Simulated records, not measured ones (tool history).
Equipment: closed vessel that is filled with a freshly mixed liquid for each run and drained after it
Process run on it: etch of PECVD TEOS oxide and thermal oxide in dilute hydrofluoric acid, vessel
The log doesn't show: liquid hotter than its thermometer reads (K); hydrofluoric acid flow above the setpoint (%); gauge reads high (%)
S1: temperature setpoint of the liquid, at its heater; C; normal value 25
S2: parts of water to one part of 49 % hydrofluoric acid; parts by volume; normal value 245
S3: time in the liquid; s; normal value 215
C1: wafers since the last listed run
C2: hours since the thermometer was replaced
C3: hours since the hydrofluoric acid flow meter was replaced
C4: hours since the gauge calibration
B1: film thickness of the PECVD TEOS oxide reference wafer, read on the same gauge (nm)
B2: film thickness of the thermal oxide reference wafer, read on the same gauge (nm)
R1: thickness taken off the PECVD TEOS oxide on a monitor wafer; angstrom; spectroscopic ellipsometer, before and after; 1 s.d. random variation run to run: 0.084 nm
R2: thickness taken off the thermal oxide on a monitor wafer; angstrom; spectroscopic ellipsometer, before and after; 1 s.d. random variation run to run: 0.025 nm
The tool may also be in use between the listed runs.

run   hour    S1   S2   S3    C1      C2      C3     C4     B1       B2     R1      R2
  1      0    25  175  215     0  1214.8  1918.5  301.8  49.99  109.981  357.3   66.68
  2   15.7    25  175  215  1132  1230.5  1934.2  317.5  50.02  110.008  358.9   66.84
  3   27.3  26.5  245  215   836  1242.1  1945.8  329.1     50  110.002    251   46.88
  4   42.8  26.5  245  215  1118  1257.6  1961.3  344.6  49.98  110.024  253.8   46.89
  5     51  22.5  245  215   591  1265.8  1969.5  352.8  50.02  109.995  219.1   40.47
  6   63.3  22.5  245  215   887  1278.1  1981.8  365.1     50  109.991  219.5   40.46
  7   71.3    22  245  215   577  1286.1  1989.8  373.1  50.01  109.977  212.6   39.34
  8   88.5    25  245  215  1240  1303.3    2007  390.3  49.98  110.007  238.7   44.26
      93.1  -- gauge calibrated
      97.6  -- thermometer replaced
  9   99.2    23  270  215   699     1.6  2017.7    6.1  49.97  110.029  197.3   36.78
 10  109.1    25  245  325   714    11.5  2027.6     16  49.98  109.979  362.4   67.87
 11  116.6    25  345  165   541      19  2035.1   23.5  49.99  109.977  119.9   22.07
 12  131.3  21.5  245  215  1060    33.7  2049.8   38.2  50.02  110.013  211.6   39.34
 13  139.8  22.5  245  215   613    42.2  2058.3   46.7  49.99  110.005  218.2   40.73
 14  151.3    25  245  215   829    53.7  2069.8   58.2  50.01  110.014  239.5   44.45
 15  163.3    25  190  215   865    65.7  2081.8   70.2  50.01  109.996  325.8    60.5
       165  -- hydrofluoric acid flow meter replaced
 16  169.4    28  160  340   367    71.8     4.4   76.3     50  110.012  634.7  117.47
 17  177.5    25  245  215   584    79.9    12.5   84.4  49.98  110.017  214.6   39.61
 18  194.4    25  245  120  1219    96.8    29.4  101.3  50.03  110.001  119.9   22.05
 19  202.4  29.5  205  170   577   104.8    37.4  109.3     50  110.005  248.8   46.29
 20  211.3    25  280  145   642   113.7    46.3  118.2  49.99  110.003  123.5   22.96
 21  218.8  23.5  310  180   541   121.2    53.8  125.7  49.99  110.015  126.6   23.62
 22  236.3  29.5  245   95  1262   138.7    71.3  143.2  50.01  109.981  111.7   20.62
 23  253.7    25  245  215  1255   156.1    88.7  160.6  49.97   109.99  215.5   40.28
 24  264.4  21.5  245  215   771   166.8    99.4  171.3  49.98  109.992  191.9   35.43
 25  271.4    25  245  215   505   173.8   106.4  178.3  50.02  110.017  215.2    40.1
 26  279.6  26.5  305  215   591     182   114.6  186.5  49.98  109.995  171.7   31.98
 27  291.7    28  245  215   872   194.1   126.7  198.6  50.01  110.024  240.3   44.67

Describe how what the log doesn't record of the tool's condition differs between the last listed run preceding each entry between runs and the first listed run following it.
After run 8, before run 9: gauge calibrated (hour 93.1); thermometer replaced (hour 97.6)
  hydrofluoric acid flow above the setpoint (%): 10.9 -> 11
  what was measured, less what the result would be without the hidden state, R1: +29 -> +24.2 angstrom; R2: +5.38 -> +4.51 angstrom
After run 15, before run 16: hydrofluoric acid flow meter replaced (hour 165)
  hydrofluoric acid flow above the setpoint (%): 11.3 -> 1.66
  what was measured, less what the result would be without the hidden state, R1: +39.6 -> +12.3 angstrom; R2: +7.34 -> +2.28 angstrom

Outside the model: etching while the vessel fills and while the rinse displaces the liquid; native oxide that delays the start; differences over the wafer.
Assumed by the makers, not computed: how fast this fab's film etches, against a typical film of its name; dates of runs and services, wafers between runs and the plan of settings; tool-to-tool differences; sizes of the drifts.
